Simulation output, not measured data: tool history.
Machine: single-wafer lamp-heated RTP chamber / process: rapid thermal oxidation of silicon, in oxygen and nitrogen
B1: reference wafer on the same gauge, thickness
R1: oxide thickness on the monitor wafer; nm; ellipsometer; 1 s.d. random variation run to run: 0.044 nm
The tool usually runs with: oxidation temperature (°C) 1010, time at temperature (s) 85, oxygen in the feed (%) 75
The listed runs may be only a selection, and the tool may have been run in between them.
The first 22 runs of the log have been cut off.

run 23 hour=2061.2 | oxidation_temperature_(°C)=986 time_at_temperature_(s)=105 oxygen_in_the_feed_(%)=64 | B1=7.605 | R1=6.396
run 24 hour=2146.4 | oxidation_temperature_(°C)=1032 time_at_temperature_(s)=113 oxygen_in_the_feed_(%)=75 | B1=7.588 | R1=9.75
run 25 hour=2215.3 | oxidation_temperature_(°C)=991 time_at_temperature_(s)=85 oxygen_in_the_feed_(%)=75 | B1=7.61 | R1=6.366
run 26 hour=2256.1 | oxidation_temperature_(°C)=1026 time_at_temperature_(s)=85 oxygen_in_the_feed_(%)=75 | B1=7.607 | R1=8.168
run 27 hour=2311.4 | oxidation_temperature_(°C)=1010 time_at_temperature_(s)=109 oxygen_in_the_feed_(%)=75 | B1=7.625 | R1=8.146
-- hour=2374.6 oxygen flow controller replaced
run 28 hour=2377.9 | oxidation_temperature_(°C)=1000 time_at_temperature_(s)=85 oxygen_in_the_feed_(%)=75 | B1=7.622 | R1=6.687
run 29 hour=2421.6 | oxidation_temperature_(°C)=1021 time_at_temperature_(s)=64 oxygen_in_the_feed_(%)=64 | B1=7.618 | R1=6.595
run 30 hour=2522.1 | oxidation_temperature_(°C)=997 time_at_temperature_(s)=48 oxygen_in_the_feed_(%)=61 | B1=7.596 | R1=4.862
run 31 hour=2595.5 | oxidation_temperature_(°C)=1010 time_at_temperature_(s)=85 oxygen_in_the_feed_(%)=75 | B1=7.611 | R1=7.266
-- hour=2664.8 pyrometer window cleaned and pyrometer calibrated
run 32 hour=2665.3 | oxidation_temperature_(°C)=1034 time_at_temperature_(s)=67 oxygen_in_the_feed_(%)=94 | B1=7.62 | R1=8.542
run 33 hour=2770 | oxidation_temperature_(°C)=1033 time_at_temperature_(s)=85 oxygen_in_the_feed_(%)=75 | B1=7.593 | R1=8.591
run 34 hour=2839.3 | oxidation_temperature_(°C)=1010 time_at_temperature_(s)=85 oxygen_in_the_feed_(%)=75 | B1=7.618 | R1=7.364
run 35 hour=2880.8 | oxidation_temperature_(°C)=1010 time_at_temperature_(s)=85 oxygen_in_the_feed_(%)=75 | B1=7.61 | R1=7.306
run 36 hour=2956.3 | oxidation_temperature_(°C)=1010 time_at_temperature_(s)=100 oxygen_in_the_feed_(%)=75 | B1=7.618 | R1=7.893
run 37 hour=3163.7 | oxidation_temperature_(°C)=1010 time_at_temperature_(s)=85 oxygen_in_the_feed_(%)=75 | B1=7.602 | R1=7.366
run 38 hour=3205 | oxidation_temperature_(°C)=1010 time_at_temperature_(s)=85 oxygen_in_the_feed_(%)=75 | B1=7.595 | R1=7.32
run 39 hour=3296.2 | oxidation_temperature_(°C)=1032 time_at_temperature_(s)=85 oxygen_in_the_feed_(%)=75 | B1=7.623 | R1=8.545

3 ways to go on from here, each from the tool as it stands after run 39. What would each give?
run A hour=3296.7 | oxidation_temperature_(°C)=1010 time_at_temperature_(s)=85 oxygen_in_the_feed_(%)=75 | B1=? | R1=?
run B hour=3296.7 | oxidation_temperature_(°C)=1028 time_at_temperature_(s)=109 oxygen_in_the_feed_(%)=58 | B1=? | R1=?
run C hour=3296.7 | oxidation_temperature_(°C)=1023 time_at_temperature_(s)=105 oxygen_in_the_feed_(%)=54 | B1=? | R1=?

run=A B1=7.626 R1=7.327
run=B B1=7.626 R1=8.512
run=C B1=7.626 R1=7.874
Without the tool's hidden state the same runs would have given:
run=A R1=7.327
run=B R1=8.512
run=C R1=7.874
